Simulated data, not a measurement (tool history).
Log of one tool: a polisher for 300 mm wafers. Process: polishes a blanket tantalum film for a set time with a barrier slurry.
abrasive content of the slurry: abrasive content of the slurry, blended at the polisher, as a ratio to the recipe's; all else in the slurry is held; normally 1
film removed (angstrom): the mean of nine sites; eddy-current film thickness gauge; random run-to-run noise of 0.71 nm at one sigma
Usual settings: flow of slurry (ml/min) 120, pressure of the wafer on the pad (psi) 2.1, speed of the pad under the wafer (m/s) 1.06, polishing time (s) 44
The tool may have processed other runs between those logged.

| run | hour | flow of slurry (ml/min) | pressure of the wafer on the pad (psi) | speed of the pad under the wafer (m/s) | abrasive content of the slurry | polishing time (s) | wafers since the last listed run | wafers polished on this pad | hours since the slurry nozzle was cleaned | hours since the head pressure was calibrated | hours since the slurry blender was calibrated | incoming thickness of the incoming film, nm | film removed (angstrom) |
|---|---|---|---|---|---|---|---|---|---|---|---|---|---|
| 1 | 0 | 120 | 2.1 | 1.06 | 1 | 44 | 0 | 985 | 366.9 | 284.9 | 67.3 | 442.7 | 718 |
|  | 30.1 | slurry nozzle cleaned |
| 2 | 57.4 | 120 | 2.1 | 1.06 | 1 | 44 | 876 | 1861 | 27.3 | 342.3 | 124.7 | 447.5 | 704 |
| 3 | 111.7 | 120 | 2.1 | 1.06 | 1 | 44 | 843 | 2705 | 81.6 | 396.6 | 179 | 458.2 | 701 |
| 4 | 168.5 | 120 | 2.1 | 1.28 | 1 | 53 | 882 | 3587 | 138.4 | 453.4 | 235.8 | 451.5 | 997 |
| 5 | 265.1 | 120 | 2.1 | 1.28 | 1 | 53 | 1501 | 5089 | 235 | 550 | 332.4 | 454.1 | 998 |
|  | 267.7 | head pressure recalibrated |
|  | 326 | slurry blender recalibrated |
| 6 | 336.5 | 120 | 2.1 | 1.28 | 1 | 53 | 1047 | 6136 | 306.4 | 68.8 | 10.5 | 446.5 | 999 |
| 7 | 424.5 | 120 | 2.1 | 0.84 | 1 | 44 | 1367 | 7503 | 394.4 | 156.8 | 98.5 | 451.8 | 550 |
|  | 452.3 | worn pad replaced by a new one |
| 8 | 490.6 | 120 | 2.1 | 0.84 | 1 | 44 | 965 | 595 | 460.5 | 222.9 | 164.6 | 455.3 | 573 |
|  | 536.4 | slurry nozzle cleaned |
| 9 | 555.3 | 120 | 2.1 | 1.06 | 1.1 | 44 | 989 | 1584 | 18.9 | 287.6 | 229.3 | 448 | 730 |
| 10 | 592.5 | 120 | 2.1 | 1.06 | 1.1 | 44 | 578 | 2163 | 56.1 | 324.8 | 266.5 | 457.4 | 731 |
| 11 | 652.9 | 120 | 2.1 | 1.06 | 1 | 38 | 938 | 3101 | 116.5 | 385.2 | 326.9 | 441.5 | 596 |
| 12 | 733.5 | 140 | 1.5 | 1.06 | 1 | 44 | 1252 | 4354 | 197.1 | 465.8 | 407.5 | 449.1 | 584 |
| 13 | 803.7 | 80 | 2.1 | 1.28 | 1 | 56 | 1090 | 5445 | 267.3 | 536 | 477.7 | 452 | 933 |
|  | 824.1 | slurry blender recalibrated |
|  | 864.5 | worn pad replaced by a new one |
|  | 866.6 | head pressure recalibrated |
| 14 | 907.2 | 120 | 2.1 | 1.06 | 1 | 44 | 1484 | 632 | 370.8 | 40.6 | 83.1 | 449.7 | 721 |
| 15 | 1012.9 | 155 | 2.1 | 0.7 | 1 | 44 | 1642 | 2274 | 476.5 | 146.3 | 188.8 | 452.3 | 496 |
|  | 1023.9 | slurry nozzle cleaned |
| 16 | 1076.5 | 120 | 2.1 | 1.06 | 1 | 44 | 972 | 3247 | 52.6 | 209.9 | 252.4 | 443.8 | 693 |
| 17 | 1121.4 | 120 | 2.7 | 0.7 | 1 | 44 | 697 | 3945 | 97.5 | 254.8 | 297.3 | 448.8 | 554 |
| 18 | 1190.2 | 120 | 1.7 | 1.18 | 1 | 44 | 1069 | 5014 | 166.3 | 323.6 | 366.1 | 450.3 | 681 |
| 19 | 1231.8 | 145 | 2.7 | 1.06 | 1 | 58 | 646 | 5661 | 207.9 | 365.2 | 407.7 | 452.3 | 1123 |
|  | 1250.4 | slurry blender recalibrated |
|  | 1295.5 | worn pad replaced by a new one |
| 20 | 1306.2 | 120 | 2.1 | 1.06 | 1 | 38 | 1062 | 166 | 282.3 | 439.6 | 55.8 | 452.4 | 630 |
| 21 | 1368.7 | 120 | 1.8 | 1.06 | 1 | 38 | 971 | 1137 | 344.8 | 502.1 | 118.3 | 449.9 | 553 |
| 22 | 1413.6 | 155 | 2.1 | 1.24 | 0.75 | 57 | 697 | 1835 | 389.7 | 547 | 163.2 | 454.8 | 997 |
|  | 1427.4 | head pressure recalibrated |
|  | 1432.5 | slurry nozzle cleaned |
| 23 | 1475 | 120 | 1.8 | 0.78 | 1.1 | 44 | 907 | 2743 | 42.5 | 47.6 | 224.6 | 450.8 | 485 |
| 24 | 1555.3 | 120 | 2.1 | 1.06 | 1 | 44 | 1247 | 3990 | 122.8 | 127.9 | 304.9 | 455 | 691 |
| 25 | 1609.4 | 120 | 2.1 | 0.96 | 0.85 | 44 | 840 | 4831 | 176.9 | 182 | 359 | 440.3 | 590 |
| 26 | 1670.8 | 120 | 2.6 | 0.82 | 1.25 | 44 | 954 | 5785 | 238.3 | 243.4 | 420.4 | 445.7 | 659 |
|  | 1696.2 | slurry blender recalibrated |
| 27 | 1722.4 | 120 | 2.1 | 1.06 | 1 | 44 | 770 | 6556 | 289.9 | 295 | 26.2 | 454.8 | 692 |
| 28 | 1766.2 | 120 | 2.3 | 0.82 | 1 | 44 | 680 | 7237 | 333.7 | 338.8 | 70 | 451.6 | 570 |
|  | 1807.9 | worn pad replaced by a new one |
| 29 | 1855.3 | 120 | 2.1 | 1.06 | 1 | 44 | 1322 | 736 | 422.8 | 427.9 | 159.1 | 449.3 | 702 |

What if the next run were any one of these 5? Each begins from the tool's condition after run 29:
| A | 1855.7 | 120 | 2.1 | 1.06 | 0.9 | 44 | 6 | 743 | 423.2 | 428.3 | 159.5 | 443.1 | ? |
| B | 1855.7 | 120 | 2.6 | 1.34 | 1.25 | 52 | 6 | 743 | 423.2 | 428.3 | 159.5 | 443.1 | ? |
| C | 1855.7 | 120 | 2.5 | 1.22 | 1 | 44 | 6 | 743 | 423.2 | 428.3 | 159.5 | 443.1 | ? |
| D | 1855.7 | 120 | 2.1 | 1.06 | 1 | 39 | 6 | 743 | 423.2 | 428.3 | 159.5 | 443.1 | ? |
| E | 1855.7 | 120 | 2.1 | 1.42 | 0.85 | 44 | 6 | 743 | 423.2 | 428.3 | 159.5 | 443.1 | ? |

| run | film removed (angstrom) |
|---|---|
| A | 675 |
| B | 1282 |
| C | 899 |
| D | 623 |
| E | 873 |
Stripped of hidden state, with their random variation kept, the same runs would have yielded:
| run | film removed (angstrom) |
|---|---|
| A | 686 |
| B | 1302 |
| C | 913 |
| D | 633 |
| E | 887 |
